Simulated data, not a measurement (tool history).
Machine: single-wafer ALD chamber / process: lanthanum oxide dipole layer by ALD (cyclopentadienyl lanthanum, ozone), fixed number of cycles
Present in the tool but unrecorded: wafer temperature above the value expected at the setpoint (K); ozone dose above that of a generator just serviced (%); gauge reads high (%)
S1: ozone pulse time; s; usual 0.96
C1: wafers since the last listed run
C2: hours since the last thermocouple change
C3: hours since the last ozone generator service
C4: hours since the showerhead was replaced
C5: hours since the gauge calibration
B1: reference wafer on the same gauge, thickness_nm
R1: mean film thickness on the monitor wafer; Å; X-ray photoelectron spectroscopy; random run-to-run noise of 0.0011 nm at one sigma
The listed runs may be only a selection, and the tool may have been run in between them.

run,hour,S1,C1,C2,C3,C4,C5,B1,R1
1,0,0.96,0,1805.8,41.5,4983.9,456.6,0.417,4.45
2,30,1.14,848,1835.8,71.5,5013.9,486.6,0.417,4.75
3,45,1.14,424,1850.8,86.5,5028.9,501.6,0.417,4.72
# hour 50.9: gauge calibrated
4,58.5,0.96,381,1864.3,100,5042.4,7.6,0.417,4.41
5,82.5,0.96,678,1888.3,124,5066.4,31.6,0.417,4.39
6,96.9,1.15,407,1902.7,138.4,5080.8,46,0.417,4.71
7,115.8,1.15,534,1921.6,157.3,5099.7,64.9,0.417,4.72
8,149.1,0.78,941,1954.9,190.6,5133,98.2,0.417,3.84
9,166.6,0.78,494,1972.4,208.1,5150.5,115.7,0.417,3.85
10,195.5,0.8,817,2001.3,237,5179.4,144.6,0.417,3.91
11,277.6,0.8,2321,2083.4,319.1,5261.5,226.7,0.417,3.86
12,309,0.96,887,2114.8,350.5,5292.9,258.1,0.417,4.32
# hour 395.9: thermocouple changed; heater temperature recalibrated
13,413,0.96,2714,17.1,454.5,5396.9,362.1,0.417,4.34
14,425.5,1.06,353,29.6,467,5409.4,374.6,0.417,4.53
# hour 437.6: showerhead replaced, of another model than before
15,439.1,0.68,158,43.2,480.6,1.5,388.2,0.417,3.75
16,511.6,0.84,2049,115.7,553.1,74,460.7,0.417,4.14
17,536.5,1.33,704,140.6,578,98.9,485.6,0.417,4.81
18,571.7,1.09,995,175.8,613.2,134.1,520.8,0.417,4.55
19,589.6,1.31,506,193.7,631.1,152,538.7,0.417,4.79
# hour 593.9: gauge calibrated
# hour 619.4: ozone generator serviced
20,621.6,1.16,678,225.7,2.2,184,27.7,0.417,4.72
21,656,1.27,972,260.1,36.6,218.4,62.1,0.417,4.8
22,670.7,0.82,415,274.8,51.3,233.1,76.8,0.417,4.19
23,730.9,0.96,1702,335,111.5,293.3,137,0.417,4.42
24,755.4,1.23,692,359.5,136,317.8,161.5,0.417,4.79
25,790.8,0.96,1000,394.9,171.4,353.2,196.9,0.417,4.38
26,809,0.71,514,413.1,189.6,371.4,215.1,0.417,3.89

Consider 3 possible next runs. They are alternatives, not a sequence: every one starts from the tool as it was left by run 26. What does each give?
A,809.4,1.2,11,413.5,190,371.8,215.5,?,?
B,809.4,0.69,11,413.5,190,371.8,215.5,?,?
C,809.4,1.18,11,413.5,190,371.8,215.5,?,?

run,B1,R1
A,0.417,4.71
B,0.417,3.83
C,0.417,4.69
Had the tool no hidden state, the same runs would have come out as:
run,R1
A,4.77
B,3.91
C,4.75

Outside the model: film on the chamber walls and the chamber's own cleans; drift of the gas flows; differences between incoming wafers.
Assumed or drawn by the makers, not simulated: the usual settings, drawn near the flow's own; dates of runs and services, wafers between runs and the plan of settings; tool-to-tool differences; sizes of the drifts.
